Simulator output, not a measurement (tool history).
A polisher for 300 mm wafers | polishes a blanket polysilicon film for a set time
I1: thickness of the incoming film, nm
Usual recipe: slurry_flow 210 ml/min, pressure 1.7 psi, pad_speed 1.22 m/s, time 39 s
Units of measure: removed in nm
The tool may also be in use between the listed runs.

Run 1, day 0: usual settings but slurry_flow 260 ml/min; I1 1822.1. Result: removed 221.4 nm.
Run 2, day 1.696: usual settings but slurry_flow 260 ml/min; I1 1784.9. Result: removed 218.8 nm.
Run 3, day 2.321: usual settings but slurry_flow 260 ml/min; I1 1810.1. Result: removed 214.1 nm.
Run 4, day 2.854: usual settings; I1 1810. Result: removed 209.1 nm.
Run 5, day 3.146: usual settings; I1 1807.4. Result: removed 207.1 nm.
Run 6, day 3.421: usual settings; I1 1843.6. Result: removed 212.4 nm.
Run 7, day 4.167: usual settings; I1 1816.2. Result: removed 206.1 nm.
Run 8, day 4.917: usual settings; I1 1833.3. Result: removed 211 nm.
Run 9, day 5.338: usual settings; I1 1801.8. Result: removed 206.7 nm.
Run 10, day 5.988: usual settings but pressure 1.5 psi; I1 1805.1. Result: removed 181.8 nm.
Run 11, day 6.667: usual settings; I1 1826.3. Result: removed 207.8 nm.
Run 12, day 7.1: usual settings but slurry_flow 230 ml/min, pad_speed 1.52 m/s, time 27 s; I1 1829.7. Result: removed 173.4 nm.
Run 13, day 7.521: usual settings; I1 1831.8. Result: removed 208.5 nm.
Run 14, day 8.004: usual settings but slurry_flow 245 ml/min; I1 1846.1. Result: removed 225.4 nm.
Run 15, day 8.729: usual settings but pad_speed 1.46 m/s, time 33 s; I1 1818.1. Result: removed 211.6 nm.
Run 16, day 9.479: usual settings but pressure 1.9 psi, pad_speed 1.42 m/s, time 30 s; I1 1811.1. Result: removed 214.9 nm.
Run 17, day 10.121: usual settings but pad_speed 1.52 m/s, time 47 s; I1 1786.4. Result: removed 319.4 nm.
Run 18, day 10.721: usual settings but time 53 s; I1 1797.2. Result: removed 293.2 nm.
Run 19, day 11.446: usual settings but slurry_flow 270 ml/min, time 32 s; I1 1794.1. Result: removed 186.6 nm.

Missing from the log above: 5 entries noted between runs. For each, name the pair of listed runs it sits between and say how the tool's hidden condition differs from the listed run just before to the listed run just after:
In the gap between runs 1 and 2: worn pad replaced by a new one (day 1.496)
  slurry flow missing at the pad, %: 17 -> 21.6
  measured less the result without the state, removed: -4.8 -> -6.3 nm
In the gap between runs 8 and 9: worn pad replaced by a new one (day 5.129)
  slurry flow missing at the pad, %: 30.4 -> 31.6
  measured less the result without the state, removed: -12 -> -12.4 nm
In the gap between runs 10 and 11: head pressure recalibrated (day 6.188)
  slurry flow missing at the pad, %: 33.3 -> 35.2
  measured less the result without the state, removed: -11.9 -> -14.8 nm
In the gap between runs 13 and 14: slurry nozzle cleaned (day 7.917)
  slurry flow missing at the pad, %: 37.5 -> 1.86
  measured less the result without the state, removed: -16.4 -> -0.5 nm
In the gap between runs 15 and 16: worn pad replaced by a new one (day 9.421)
  slurry flow missing at the pad, %: 3.84 -> 5.89
  measured less the result without the state, removed: -1.1 -> -1.7 nm
